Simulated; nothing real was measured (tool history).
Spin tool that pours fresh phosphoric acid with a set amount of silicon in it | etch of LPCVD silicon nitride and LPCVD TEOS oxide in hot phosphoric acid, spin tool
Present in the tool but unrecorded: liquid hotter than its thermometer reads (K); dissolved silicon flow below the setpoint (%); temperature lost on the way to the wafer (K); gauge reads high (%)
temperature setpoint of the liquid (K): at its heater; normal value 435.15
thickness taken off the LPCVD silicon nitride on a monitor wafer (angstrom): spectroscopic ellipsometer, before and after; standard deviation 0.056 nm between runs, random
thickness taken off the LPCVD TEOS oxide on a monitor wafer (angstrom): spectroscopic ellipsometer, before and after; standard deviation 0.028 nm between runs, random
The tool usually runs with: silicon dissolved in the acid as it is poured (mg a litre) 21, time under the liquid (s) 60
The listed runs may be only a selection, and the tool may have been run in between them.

run	hour	temperature setpoint of the liquid (K)	silicon dissolved in the acid as it is poured (mg a litre)	time under the liquid (s)	wafers since the last listed run	hours since the thermometer was replaced	hours since the dissolved silicon flow meter was replaced	hours since the heated supply line was repaired	hours since the gauge calibration	read-back film thickness of the LPCVD silicon nitride reference wafer, read on the same gauge (nm)	read-back film thickness of the LPCVD TEOS oxide reference wafer, read on the same gauge (nm)	thickness taken off the LPCVD silicon nitride on a monitor wafer (angstrom)	thickness taken off the LPCVD TEOS oxide on a monitor wafer (angstrom)
1	0	435.15	21	60	0	2392.7	1633.6	1858.3	236.6	90	139.975	58.3	2.19
2	19	435.15	21	60	169	2411.7	1652.6	1877.3	255.6	90	140.002	59.2	2.48
# hour 33.9: gauge calibrated
3	49.7	435.15	21	60	274	2442.4	1683.3	1908	15.8	90	140.003	58.6	2.61
4	81.6	435.15	21	70	284	2474.3	1715.2	1939.9	47.7	90.02	139.994	67.5	2.99
5	101.7	435.15	21	70	179	2494.4	1735.3	1960	67.8	90.03	139.997	68.1	3.35
6	124.9	435.15	21	60	207	2517.6	1758.5	1983.2	91	90.01	139.978	58.6	2.45
# hour 145.8: heated supply line repaired
7	156.7	435.15	21	60	275	2549.4	1790.3	10.9	122.8	90	139.996	58.9	2.68
8	170.4	435.15	21	60	122	2563.1	1804	24.6	136.5	89.99	139.995	57.4	2.47
9	186.6	435.15	21	40	144	2579.3	1820.2	40.8	152.7	89.99	140.004	39	1.89
# hour 196.7: thermometer replaced
10	200.5	433.65	21	60	115	3.8	1834.1	54.7	166.6	90.01	139.974	56.6	2.69
11	219.3	437.65	8.5	60	167	22.6	1852.9	73.5	185.4	89.98	139.986	62.9	4.22

What will run 12 give?
12	234.8	435.15	6	60	138	38.1	1868.4	89	200.9	?	?	?	?

Run 12 yielded read-back film thickness of the LPCVD silicon nitride reference wafer, read on the same gauge (nm) 90.01, read-back film thickness of the LPCVD TEOS oxide reference wafer, read on the same gauge (nm) 139.972, thickness taken off the LPCVD silicon nitride on a monitor wafer (angstrom) 57.9, thickness taken off the LPCVD TEOS oxide on a monitor wafer (angstrom) 4.03.
On a tool with no hidden condition, and with the same random variation, this run would have come out at thickness taken off the LPCVD silicon nitride on a monitor wafer (angstrom) 57.9, thickness taken off the LPCVD TEOS oxide on a monitor wafer (angstrom) 4.03.
